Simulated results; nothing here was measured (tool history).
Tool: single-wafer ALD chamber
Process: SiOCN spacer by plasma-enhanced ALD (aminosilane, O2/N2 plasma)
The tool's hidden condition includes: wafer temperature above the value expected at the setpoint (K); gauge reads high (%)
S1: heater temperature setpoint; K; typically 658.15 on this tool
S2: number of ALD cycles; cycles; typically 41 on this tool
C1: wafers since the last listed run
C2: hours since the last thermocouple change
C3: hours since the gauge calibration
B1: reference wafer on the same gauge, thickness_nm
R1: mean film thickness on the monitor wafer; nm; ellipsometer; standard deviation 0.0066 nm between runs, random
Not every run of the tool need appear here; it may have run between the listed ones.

run     day      S1  S2  C1      C2     C3     B1     R1
  1       0  658.15  46   0  1965.9   54.7  2.409   2.96
  2   0.638  658.15  46  71  1981.2     70  2.411  2.932
  3   1.046  658.15  41  45    1991   79.8  2.411  2.632
  4   1.462  648.15  36  46    2001   89.8   2.41  2.298
  5   1.971  648.15  36  57  2013.2    102   2.41  2.308
  6   2.454  648.15  36  54  2024.8  113.6  2.412  2.303
  7   2.983  658.15  41  59  2037.5  126.3  2.411  2.636
  8   3.608  658.15  41  70  2052.5  141.3  2.409   2.63
  9    4.15  658.15  41  60  2065.5  154.3  2.411   2.64
 10   4.838  658.15  41  77    2082  170.8  2.411  2.625
 11   5.546  658.15  41  79    2099  187.8   2.41  2.625
      5.604  -- gauge calibrated
 12    5.85  658.15  41  34  2106.3    5.9   2.41  2.624
 13   6.275  658.15  41  47  2116.5   16.1   2.41  2.627
 14   6.621  658.15  41  38  2124.8   24.4   2.41  2.612
 15   7.225  666.15  34  68  2139.3   38.9  2.409  2.184
 16   7.838  666.15  46  68    2154   53.6   2.41  2.946
      8.354  -- thermocouple changed; heater temperature recalibrated
 17   8.375  664.15  41  22     0.5   66.5   2.41  2.617
 18   8.704  669.15  36  37     8.4   74.4   2.41  2.316
 19   8.996  648.15  41  32    15.4   81.4  2.411  2.627
 20   9.492  649.15  47  55    27.3   93.3   2.41  3.013
 21  10.029  658.15  36  60    40.2  106.2   2.41  2.305
 22  10.654  667.15  49  70    55.2  121.2  2.411   3.15
 23  11.083  645.15  45  48    65.5  131.5   2.41  2.878

Branching from run 23: 5 alternative next runs. What would each branch give?
  A  11.104  658.15  37   2  66  132   ?   ?
  B  11.104  664.15  37   2  66  132   ?   ?
  C  11.104  663.15  36   2  66  132   ?   ?
  D  11.104  645.15  47   2  66  132   ?   ?
  E  11.104  670.15  44   2  66  132   ?   ?

run     B1     R1
  A  2.411   2.38
  B  2.411   2.38
  C  2.411  2.316
  D  2.411  3.024
  E  2.411  2.831
Without the tool's hidden state the same runs would have given:
run     R1
  A   2.38
  B   2.38
  C  2.316
  D  3.024
  E  2.831
